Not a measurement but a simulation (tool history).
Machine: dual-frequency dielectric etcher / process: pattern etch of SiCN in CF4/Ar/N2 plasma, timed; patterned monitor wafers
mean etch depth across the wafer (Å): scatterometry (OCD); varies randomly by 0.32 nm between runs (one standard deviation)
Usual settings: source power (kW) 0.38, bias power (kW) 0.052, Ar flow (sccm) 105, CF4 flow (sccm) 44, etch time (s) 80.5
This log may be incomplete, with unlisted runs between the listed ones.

run	hour	source power (kW)	bias power (kW)	Ar flow (sccm)	CF4 flow (sccm)	etch time (s)	wafers since the last listed run	hours since the last wet clean	hours since the last source power generator calibration	hours since the last bias power generator calibration	hours since the last Ar flow controller change	hours since the last CF4 flow controller change	hours since the last upper electrode change	hours since the gauge calibration	read-back reference wafer on the same gauge, depth_nm	mean etch depth across the wafer (Å)
1	0	0.38	0.052	105	48	80.5	0	204.5	1595.7	1955	5387.4	1703.1	1864.5	259.2	46.75	526
2	18.6	0.38	0.052	105	48	80.5	240	223.1	1614.3	1973.6	5406	1721.7	1883.1	277.8	46.67	518.3
3	52	0.38	0.052	91	44	80.5	431	256.5	1647.7	2007	5439.4	1755.1	1916.5	311.2	46.72	528.5
4	74	0.38	0.052	91	44	80.5	283	278.5	1669.7	2029	5461.4	1777.1	1938.5	333.2	46.69	522.1
5	166.9	0.38	0.052	91	44	80.5	1199	371.4	1762.6	2121.9	5554.3	1870	2031.4	426.1	46.68	516.5
# hour 179.9: bias power generator calibrated
6	200.5	0.38	0.052	105	44	80.5	382	405	1796.2	20.6	5587.9	1903.6	2065	459.7	46.74	516.2
7	231	0.38	0.052	105	44	80.5	393	435.5	1826.7	51.1	5618.4	1934.1	2095.5	490.2	46.66	509.7
# hour 243.5: gauge calibrated
# hour 250.5: Ar flow controller replaced
# hour 250.7: CF4 flow controller replaced
# hour 278: upper electrode replaced
8	278.5	0.38	0.052	105	44	102.5	223	483	1874.2	98.6	28	27.8	0.5	35	46.71	640.7
9	292.9	0.38	0.047	105	44	101	185	497.4	1888.6	113	42.4	42.2	14.9	49.4	46.69	611
10	320.3	0.38	0.052	105	44	80.5	353	524.8	1916	140.4	69.8	69.6	42.3	76.8	46.72	504.4

For run 11, what comes out?
# hour 331.2: source power generator calibrated
# hour 351.4: wet clean of the chamber
11	352.4	0.38	0.055	105	44	80.5	102	1	21.2	172.5	101.9	101.7	74.4	108.9	?	?

read-back reference wafer on the same gauge, depth_nm: 46.72
mean etch depth across the wafer (Å): 540.6
Without the tool's hidden state the same run would have given mean etch depth across the wafer (Å) 541.5.

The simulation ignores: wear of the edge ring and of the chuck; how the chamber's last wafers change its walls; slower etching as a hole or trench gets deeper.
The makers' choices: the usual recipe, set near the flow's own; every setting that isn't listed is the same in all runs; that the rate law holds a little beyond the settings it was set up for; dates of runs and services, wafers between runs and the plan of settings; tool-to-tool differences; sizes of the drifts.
